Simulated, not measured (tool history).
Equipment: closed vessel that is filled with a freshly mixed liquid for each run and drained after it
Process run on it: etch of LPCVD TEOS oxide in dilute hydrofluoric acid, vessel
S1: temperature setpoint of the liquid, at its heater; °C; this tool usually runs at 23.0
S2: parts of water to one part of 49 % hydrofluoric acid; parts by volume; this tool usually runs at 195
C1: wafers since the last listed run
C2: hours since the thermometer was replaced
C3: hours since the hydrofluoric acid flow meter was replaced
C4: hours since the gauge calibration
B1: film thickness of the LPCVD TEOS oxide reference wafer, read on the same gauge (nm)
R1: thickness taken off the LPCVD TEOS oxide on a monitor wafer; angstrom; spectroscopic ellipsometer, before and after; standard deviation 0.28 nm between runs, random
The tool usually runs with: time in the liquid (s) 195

Run 1, hour 0.0: usual settings; C1 0; C2 2425.6; C3 588.2; C4 130.8; B1 110.00. Result: R1 404.2 angstrom.
Run 2, hour 12.1: usual settings; C1 836; C2 2437.7; C3 600.3; C4 142.9; B1 109.98. Result: R1 411.0 angstrom.
Run 3, hour 18.3: usual settings; C1 428; C2 2443.9; C3 606.5; C4 149.1; B1 110.01. Result: R1 409.9 angstrom.
Run 4, hour 26.7: usual settings; C1 580; C2 2452.3; C3 614.9; C4 157.5; B1 109.98. Result: R1 412.7 angstrom.
Run 5, hour 34.5: usual settings; C1 539; C2 2460.1; C3 622.7; C4 165.3; B1 110.03. Result: R1 408.1 angstrom.
Run 6, hour 63.5: usual settings; C1 2004; C2 2489.1; C3 651.7; C4 194.3; B1 110.00. Result: R1 410.8 angstrom.
Run 7, hour 76.7: usual settings but S2 245 parts by volume; C1 912; C2 2502.3; C3 664.9; C4 207.5; B1 110.04. Result: R1 307.0 angstrom.
Run 8, hour 87.7: usual settings but S2 245 parts by volume; C1 760; C2 2513.3; C3 675.9; C4 218.5; B1 110.01. Result: R1 308.1 angstrom.
Run 9, hour 95.9: usual settings; C1 566; C2 2521.5; C3 684.1; C4 226.7; B1 110.00. Result: R1 413.7 angstrom.
Run 10, hour 107.2: usual settings; C1 781; C2 2532.8; C3 695.4; C4 238.0; B1 109.98. Result: R1 405.4 angstrom.
Run 11, hour 119.6: usual settings but S2 220 parts by volume; C1 857; C2 2545.2; C3 707.8; C4 250.4; B1 109.98. Result: R1 352.7 angstrom.
At hour 122.5: thermometer replaced.
At hour 133.9: hydrofluoric acid flow meter replaced.
Run 12, hour 134.4: usual settings but S2 220 parts by volume; C1 884; C2 11.9; C3 0.5; C4 265.2; B1 109.99. Result: R1 350.9 angstrom.
Run 13, hour 148.3: usual settings but S1 21.5 °C, S2 105 parts by volume, time in the liquid (s) 115; C1 960; C2 25.8; C3 14.4; C4 279.1; B1 110.01. Result: R1 462.9 angstrom.
Run 14, hour 156.4: usual settings but S2 95 parts by volume, time in the liquid (s) 110; C1 559; C2 33.9; C3 22.5; C4 287.2; B1 110.00. Result: R1 532.4 angstrom.
Run 15, hour 168.8: usual settings; C1 857; C2 46.3; C3 34.9; C4 299.6; B1 110.00. Result: R1 410.5 angstrom.
Run 16, hour 186.7: usual settings but S2 220 parts by volume; C1 1237; C2 64.2; C3 52.8; C4 317.5; B1 109.99. Result: R1 352.8 angstrom.
Run 17, hour 193.0: usual settings but S2 110 parts by volume, time in the liquid (s) 300; C1 435; C2 70.5; C3 59.1; C4 323.8; B1 110.02. Result: R1 1240.6 angstrom.
At hour 193.8: gauge calibrated.
Run 18, hour 200.4: usual settings but S1 18.5 °C, S2 260 parts by volume, time in the liquid (s) 240; C1 511; C2 77.9; C3 66.5; C4 6.6; B1 110.00. Result: R1 299.2 angstrom.
Run 19, hour 210.5: usual settings; C1 698; C2 88.0; C3 76.6; C4 16.7; B1 109.97. Result: R1 408.1 angstrom.
Run 20, hour 226.2: usual settings but S1 27.5 °C, S2 275 parts by volume, time in the liquid (s) 280; C1 1085; C2 103.7; C3 92.3; C4 32.4; B1 110.01. Result: R1 452.0 angstrom.
Run 21, hour 233.4: usual settings but S1 21.5 °C, time in the liquid (s) 300; C1 497; C2 110.9; C3 99.5; C4 39.6; B1 109.99. Result: R1 595.3 angstrom.
Run 22, hour 247.4: usual settings but S1 21.5 °C, S2 290 parts by volume, time in the liquid (s) 120; C1 967; C2 124.9; C3 113.5; C4 53.6; B1 109.99. Result: R1 144.8 angstrom.
Run 23, hour 263.4: usual settings; C1 1105; C2 140.9; C3 129.5; C4 69.6; B1 109.98. Result: R1 413.1 angstrom.
Run 24, hour 271.5: usual settings but S1 25.0 °C, S2 115 parts by volume, time in the liquid (s) 105; C1 559; C2 149.0; C3 137.6; C4 77.7; B1 110.01. Result: R1 445.0 angstrom.
Run 25, hour 288.1: usual settings; C1 1147; C2 165.6; C3 154.2; C4 94.3; B1 110.04. Result: R1 410.2 angstrom.

4 options for the next run, each taken on its own from the tool as it stands now. Forecast them:
Run A, hour 288.8: usual settings but time in the liquid (s) 225; C1 48; C2 166.3; C3 154.9; C4 95.0; B1 ?. Result: R1 ?.
Run B, hour 288.8: usual settings but S2 115 parts by volume, time in the liquid (s) 85; C1 48; C2 166.3; C3 154.9; C4 95.0; B1 ?. Result: R1 ?.
Run C, hour 288.8: usual settings but S2 140 parts by volume; C1 48; C2 166.3; C3 154.9; C4 95.0; B1 ?. Result: R1 ?.
Run D, hour 288.8: usual settings but S1 19.5 °C, S2 230 parts by volume, time in the liquid (s) 150; C1 48; C2 166.3; C3 154.9; C4 95.0; B1 ?. Result: R1 ?.

run      B1     R1
  A  109.97  475.7
  B  109.97  333.0
  C  109.97  609.8
  D  109.97  227.5
With no hidden state in the tool, these same runs would have given:
run     R1
  A  475.7
  B  333.0
  C  609.8
  D  227.5
